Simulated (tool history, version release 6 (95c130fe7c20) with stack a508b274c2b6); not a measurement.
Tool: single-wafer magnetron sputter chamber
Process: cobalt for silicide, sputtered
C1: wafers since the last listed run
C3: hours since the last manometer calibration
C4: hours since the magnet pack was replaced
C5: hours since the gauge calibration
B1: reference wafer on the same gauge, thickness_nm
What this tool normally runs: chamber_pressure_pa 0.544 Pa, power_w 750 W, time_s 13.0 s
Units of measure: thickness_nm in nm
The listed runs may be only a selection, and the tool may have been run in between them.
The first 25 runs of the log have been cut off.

run 26 hour=309.7 | chamber_pressure_pa=0.544 power_w=800 time_s=11.1 | C1=192 wafers_on_the_sputter_target=3080 C3=189.0 C4=5431.2 C5=492.9 | B1=4.071 | thickness_nm=3.508
-- hour=318.3 magnet pack replaced
-- hour=322.5 gauge calibrated
run 27 hour=324.6 | chamber_pressure_pa=0.741 power_w=950 time_s=13.0 | C1=170 wafers_on_the_sputter_target=3251 C3=203.9 C4=6.3 C5=2.1 | B1=4.070 | thickness_nm=4.348
run 28 hour=335.5 | chamber_pressure_pa=0.386 power_w=550 time_s=11.8 | C1=269 wafers_on_the_sputter_target=3520 C3=214.8 C4=17.2 C5=13.0 | B1=4.068 | thickness_nm=3.219
run 29 hour=348.8 | chamber_pressure_pa=0.544 power_w=650 time_s=11.2 | C1=328 wafers_on_the_sputter_target=3849 C3=228.1 C4=30.5 C5=26.3 | B1=4.069 | thickness_nm=3.183
run 30 hour=365.0 | chamber_pressure_pa=0.480 power_w=750 time_s=10.8 | C1=400 wafers_on_the_sputter_target=4250 C3=244.3 C4=46.7 C5=42.5 | B1=4.071 | thickness_nm=3.341
run 31 hour=373.4 | chamber_pressure_pa=0.544 power_w=750 time_s=13.0 | C1=207 wafers_on_the_sputter_target=4458 C3=252.7 C4=55.1 C5=50.9 | B1=4.071 | thickness_nm=3.964
run 32 hour=391.3 | chamber_pressure_pa=0.544 power_w=600 time_s=13.0 | C1=442 wafers_on_the_sputter_target=4900 C3=270.6 C4=73.0 C5=68.8 | B1=4.070 | thickness_nm=3.566
run 33 hour=401.0 | chamber_pressure_pa=0.457 power_w=550 time_s=14.7 | C1=239 wafers_on_the_sputter_target=5140 C3=280.3 C4=82.7 C5=78.5 | B1=4.070 | thickness_nm=3.957
run 34 hour=412.0 | chamber_pressure_pa=0.399 power_w=850 time_s=14.0 | C1=271 wafers_on_the_sputter_target=5412 C3=291.3 C4=93.7 C5=89.5 | B1=4.072 | thickness_nm=4.682
run 35 hour=419.2 | chamber_pressure_pa=0.544 power_w=750 time_s=13.0 | C1=178 wafers_on_the_sputter_target=5590 C3=298.5 C4=100.9 C5=96.7 | B1=4.068 | thickness_nm=3.953
run 36 hour=434.3 | chamber_pressure_pa=0.685 power_w=750 time_s=14.7 | C1=373 wafers_on_the_sputter_target=5963 C3=313.6 C4=116.0 C5=111.8 | B1=4.069 | thickness_nm=4.360

Alternative continuations, all from the tool just after run 36; predict every row:
run A hour=434.7 | chamber_pressure_pa=0.544 power_w=750 time_s=13.9 | C1=9 wafers_on_the_sputter_target=5973 C3=314.0 C4=116.4 C5=112.2 | B1=? | thickness_nm=?
run B hour=434.7 | chamber_pressure_pa=0.633 power_w=750 time_s=13.0 | C1=9 wafers_on_the_sputter_target=5973 C3=314.0 C4=116.4 C5=112.2 | B1=? | thickness_nm=?
run C hour=434.7 | chamber_pressure_pa=0.544 power_w=750 time_s=15.1 | C1=9 wafers_on_the_sputter_target=5973 C3=314.0 C4=116.4 C5=112.2 | B1=? | thickness_nm=?

run=A B1=4.069 thickness_nm=4.242
run=B B1=4.069 thickness_nm=3.900
run=C B1=4.069 thickness_nm=4.609
What these runs would have given with no unlogged condition in the tool:
run=A thickness_nm=4.300
run=B thickness_nm=3.953
run=C thickness_nm=4.671

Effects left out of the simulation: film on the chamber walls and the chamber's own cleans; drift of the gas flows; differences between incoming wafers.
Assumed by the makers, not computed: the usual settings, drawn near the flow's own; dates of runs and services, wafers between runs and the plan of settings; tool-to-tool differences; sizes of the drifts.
